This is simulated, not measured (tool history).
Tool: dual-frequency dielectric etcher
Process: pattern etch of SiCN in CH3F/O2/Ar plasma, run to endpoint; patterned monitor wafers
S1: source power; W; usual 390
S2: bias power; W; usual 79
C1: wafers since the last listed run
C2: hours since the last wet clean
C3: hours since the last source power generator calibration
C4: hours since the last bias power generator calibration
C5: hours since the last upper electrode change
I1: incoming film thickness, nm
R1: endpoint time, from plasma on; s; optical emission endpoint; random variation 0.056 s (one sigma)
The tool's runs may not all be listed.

run 1 hour=0.0 | S1=450 S2=79 | C1=0 C2=375.4 C3=1858.6 C4=4125.2 C5=2982.1 | I1=7.04 | R1=17.5
run 2 hour=23.3 | S1=450 S2=79 | C1=356 C2=398.7 C3=1881.9 C4=4148.5 C5=3005.4 | I1=7.07 | R1=17.5
-- hour=92.6 wet clean of the chamber
run 3 hour=93.1 | S1=450 S2=79 | C1=700 C2=0.5 C3=1951.7 C4=4218.3 C5=3075.2 | I1=7.08 | R1=17.9
run 4 hour=104.2 | S1=360 S2=89 | C1=169 C2=11.6 C3=1962.8 C4=4229.4 C5=3086.3 | I1=7.15 | R1=18.7
run 5 hour=136.5 | S1=360 S2=89 | C1=494 C2=43.9 C3=1995.1 C4=4261.7 C5=3118.6 | I1=7.13 | R1=18.5
run 6 hour=152.2 | S1=390 S2=79 | C1=240 C2=59.6 C3=2010.8 C4=4277.4 C5=3134.3 | I1=7.04 | R1=18.6
run 7 hour=177.5 | S1=390 S2=79 | C1=387 C2=84.9 C3=2036.1 C4=4302.7 C5=3159.6 | I1=7.11 | R1=18.7
run 8 hour=204.3 | S1=390 S2=79 | C1=410 C2=111.7 C3=2062.9 C4=4329.5 C5=3186.4 | I1=7.06 | R1=18.7
run 9 hour=233.6 | S1=320 S2=89 | C1=448 C2=141.0 C3=2092.2 C4=4358.8 C5=3215.7 | I1=7.10 | R1=19.1
run 10 hour=263.1 | S1=390 S2=94 | C1=451 C2=170.5 C3=2121.7 C4=4388.3 C5=3245.2 | I1=7.15 | R1=17.8
run 11 hour=287.9 | S1=390 S2=79 | C1=379 C2=195.3 C3=2146.5 C4=4413.1 C5=3270.0 | I1=7.07 | R1=18.5
-- hour=301.9 source power generator calibrated
run 12 hour=305.5 | S1=330 S2=79 | C1=208 C2=212.9 C3=3.6 C4=4430.7 C5=3287.6 | I1=7.13 | R1=19.6
run 13 hour=341.4 | S1=330 S2=79 | C1=549 C2=248.8 C3=39.5 C4=4466.6 C5=3323.5 | I1=7.07 | R1=19.3
run 14 hour=366.2 | S1=390 S2=79 | C1=379 C2=273.6 C3=64.3 C4=4491.4 C5=3348.3 | I1=7.08 | R1=18.4
run 15 hour=383.9 | S1=390 S2=79 | C1=270 C2=291.3 C3=82.0 C4=4509.1 C5=3366.0 | I1=7.08 | R1=18.4
-- hour=407.9 upper electrode replaced
run 16 hour=444.9 | S1=320 S2=61 | C1=566 C2=352.3 C3=143.0 C4=4570.1 C5=37.0 | I1=7.14 | R1=21.3
-- hour=453.3 bias power generator calibrated
run 17 hour=458.4 | S1=310 S2=69 | C1=145 C2=365.8 C3=156.5 C4=5.1 C5=50.5 | I1=7.09 | R1=20.5
run 18 hour=492.3 | S1=390 S2=85 | C1=518 C2=399.7 C3=190.4 C4=39.0 C5=84.4 | I1=7.09 | R1=17.9
run 19 hour=544.3 | S1=390 S2=79 | C1=795 C2=451.7 C3=242.4 C4=91.0 C5=136.4 | I1=7.14 | R1=18.5
run 20 hour=576.2 | S1=340 S2=95 | C1=488 C2=483.6 C3=274.3 C4=122.9 C5=168.3 | I1=7.12 | R1=18.0
-- hour=608.7 wet clean of the chamber
run 21 hour=609.2 | S1=390 S2=73 | C1=137 C2=0.5 C3=307.3 C4=155.9 C5=201.3 | I1=7.13 | R1=19.3
run 22 hour=621.1 | S1=450 S2=79 | C1=182 C2=12.4 C3=319.2 C4=167.8 C5=213.2 | I1=7.03 | R1=17.7
run 23 hour=646.2 | S1=470 S2=94 | C1=384 C2=37.5 C3=344.3 C4=192.9 C5=238.3 | I1=7.06 | R1=16.6
run 24 hour=663.2 | S1=320 S2=61 | C1=260 C2=54.5 C3=361.3 C4=209.9 C5=255.3 | I1=7.18 | R1=21.7
run 25 hour=676.2 | S1=450 S2=93 | C1=198 C2=67.5 C3=374.3 C4=222.9 C5=268.3 | I1=7.17 | R1=17.3
run 26 hour=705.6 | S1=390 S2=79 | C1=449 C2=96.9 C3=403.7 C4=252.3 C5=297.7 | I1=7.05 | R1=18.6
run 27 hour=731.6 | S1=440 S2=71 | C1=397 C2=122.9 C3=429.7 C4=278.3 C5=323.7 | I1=7.11 | R1=18.5
run 28 hour=761.6 | S1=390 S2=79 | C1=459 C2=152.9 C3=459.7 C4=308.3 C5=353.7 | I1=7.06 | R1=18.4
run 29 hour=779.8 | S1=420 S2=79 | C1=278 C2=171.1 C3=477.9 C4=326.5 C5=371.9 | I1=7.10 | R1=18.2

What the log doesn't show, run by run:
source power that arrives over what is set, %: 0 in every run
bias power that arrives over what is set, %: 0 in every run
H1: etch rate over this chamber's usual, %
run=1 H1=2.15
run=2 H1=2.28
run=3 H1=0.0851
run=4 H1=0.147
run=5 H1=0.327
run=6 H1=0.415
run=7 H1=0.556
run=8 H1=0.706
run=9 H1=0.869
run=10 H1=1.03
run=11 H1=1.17
run=12 H1=1.27
run=13 H1=1.47
run=14 H1=1.61
run=15 H1=1.71
run=16 H1=2.05
run=17 H1=2.12
run=18 H1=2.31
run=19 H1=2.6
run=20 H1=2.78
run=21 H1=0.113
run=22 H1=0.179
run=23 H1=0.32
run=24 H1=0.414
run=25 H1=0.487
run=26 H1=0.651
run=27 H1=0.796
run=28 H1=0.964
run=29 H1=1.07
